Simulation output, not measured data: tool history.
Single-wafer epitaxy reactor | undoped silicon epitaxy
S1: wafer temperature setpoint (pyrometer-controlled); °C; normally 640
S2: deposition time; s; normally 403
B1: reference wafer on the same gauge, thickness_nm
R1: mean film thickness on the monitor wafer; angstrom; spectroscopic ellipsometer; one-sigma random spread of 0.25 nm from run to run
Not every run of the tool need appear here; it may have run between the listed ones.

run,day,S1,S2,B1,R1
1,0,640,372,59.417,515.86
# day 1.338: pyrometer calibrated
2,2.558,640,372,59.483,495.06
3,6.162,640,372,59.527,495.84
4,8.067,640,403,59.51,541.8
5,11.412,636,403,59.55,493.14
6,13.525,636,403,59.62,493.95
7,16.838,640,403,59.582,546.41
8,21.317,640,403,59.61,554.91
9,23.883,640,403,59.488,557.23
10,26.6,640,403,59.484,557.16
11,31.096,640,403,59.448,558.13
12,35.562,631,403,59.495,447.92
# day 36.912: gauge calibrated
13,38.771,631,403,59.578,448.41
14,40.371,640,403,59.541,560.65
15,42.575,640,403,59.585,561.41
16,46.283,640,403,59.483,563.96
17,49.454,636,441,59.403,559.23
18,51.588,632,346,59.542,396.29
19,56,634,331,59.559,394.69
20,57.871,640,403,59.551,563.42
21,59.983,640,442,59.516,619.88
22,64.404,650,454,59.476,818.23
23,68.212,645,451,59.545,719.78
# day 69.367: pyrometer calibrated
24,71.954,634,403,59.48,461.96
25,74.65,631,343,59.595,370.98
26,78.079,640,403,59.593,549.81
27,80.8,640,370,59.4,506.23
28,85.983,626,444,59.427,424.83
29,89.921,649,375,59.515,647.22
30,92.454,647,436,59.526,718.92
31,94.558,636,427,59.452,539.11
32,107.25,640,370,59.47,520.37

Predict each of these 5 candidate next runs independently; none follows another, all start after run 32:
A,107.271,640,443,?,?
B,107.271,636,451,?,?
C,107.271,636,324,?,?
D,107.271,640,477,?,?
E,107.271,632,403,?,?

run,B1,R1
A,59.504,619.88
B,59.504,570.21
C,59.504,409.64
D,59.504,667.46
E,59.504,459.91
Take away the tool's hidden state, keep each run's random variation, and the runs would have read:
run,R1
A,582.55
B,535.53
C,384.73
D,627.26
E,431.66
